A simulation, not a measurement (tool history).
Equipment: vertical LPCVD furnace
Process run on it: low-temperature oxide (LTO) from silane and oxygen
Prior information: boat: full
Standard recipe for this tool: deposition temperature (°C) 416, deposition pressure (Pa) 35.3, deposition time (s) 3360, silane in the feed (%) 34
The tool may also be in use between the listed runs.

| run | day | deposition temperature (°C) | deposition pressure (Pa) | deposition time (s) | silane in the feed (%) | read-back reference wafer on the same gauge, thickness | film thickness on the monitor wafer in the middle of the boat (angstrom) |
|---|---|---|---|---|---|---|---|
| 1 | 0 | 416 | 38 | 3360 | 34 | 575.38 | 6524.4 |
| 2 | 0.625 | 416 | 38 | 3360 | 34 | 574.89 | 6531.4 |
| 3 | 1.329 | 416 | 35.3 | 3360 | 34 | 575.42 | 6097.3 |
| 4 | 1.892 | 416 | 35.3 | 3360 | 34 | 575.12 | 6088 |
| 5 | 2.717 | 416 | 35.3 | 3360 | 34 | 575.14 | 6081.9 |
| 6 | 3.688 | 416 | 35.3 | 3360 | 34 | 574.56 | 6087.3 |
| 7 | 5.079 | 416 | 29.3 | 3360 | 34 | 574.68 | 5091.3 |
|  | 6.121 | pressure gauge zeroed |
| 8 | 6.142 | 426 | 35.3 | 3360 | 34 | 575.09 | 6505.4 |
| 9 | 7.208 | 426 | 35.3 | 3360 | 34 | 575.31 | 6497.3 |
|  | 7.629 | gauge calibrated |
|  | 8.483 | silane flow controller replaced |
| 10 | 8.504 | 423 | 35.3 | 3360 | 34 | 575.12 | 6656.8 |
| 11 | 8.979 | 423 | 35.3 | 3360 | 34 | 574.79 | 6680.1 |
|  | 11.054 | thermocouples replaced and temperature profile calibrated |
| 12 | 11.075 | 416 | 35.3 | 3360 | 34 | 574.73 | 6192.9 |
| 13 | 11.308 | 407 | 26.7 | 3360 | 30 | 575.23 | 3550.2 |
| 14 | 12.446 | 416 | 35.3 | 3360 | 34 | 575.21 | 6188.4 |
| 15 | 12.95 | 416 | 28.7 | 2610 | 34 | 575.1 | 3904.6 |
| 16 | 14.283 | 416 | 41.3 | 3360 | 27 | 574.95 | 5210.8 |
| 17 | 15.554 | 416 | 35.3 | 4410 | 38 | 574.89 | 9387.7 |
| 18 | 16.817 | 416 | 35.3 | 3360 | 29 | 574.9 | 4963.3 |
| 19 | 17.458 | 421 | 35.3 | 4470 | 34 | 575.08 | 8705.5 |
| 20 | 18.904 | 416 | 35.3 | 3360 | 34 | 575.13 | 6189.1 |
| 21 | 19.588 | 416 | 32.7 | 4140 | 34 | 575.44 | 7082.7 |
| 22 | 20.267 | 416 | 35.3 | 3930 | 34 | 575 | 7250.8 |

Each row is a separate what-if for the run after 22, all from the same tool condition, not one after another. Results?
| A | 20.462 | 416 | 35.3 | 3360 | 34 | ? | ? |
| B | 20.462 | 416 | 29.3 | 4620 | 30 | ? | ? |
| C | 20.462 | 407 | 28 | 2130 | 30 | ? | ? |

| run | read-back reference wafer on the same gauge, thickness | film thickness on the monitor wafer in the middle of the boat (angstrom) |
|---|---|---|
| A | 575.08 | 6210 |
| B | 575.08 | 5978 |
| C | 575.08 | 2375.3 |
Without the tool's hidden state the same runs would have given:
| run | film thickness on the monitor wafer in the middle of the boat (angstrom) |
|---|---|
| A | 6187.8 |
| B | 5950.7 |
| C | 2363.5 |
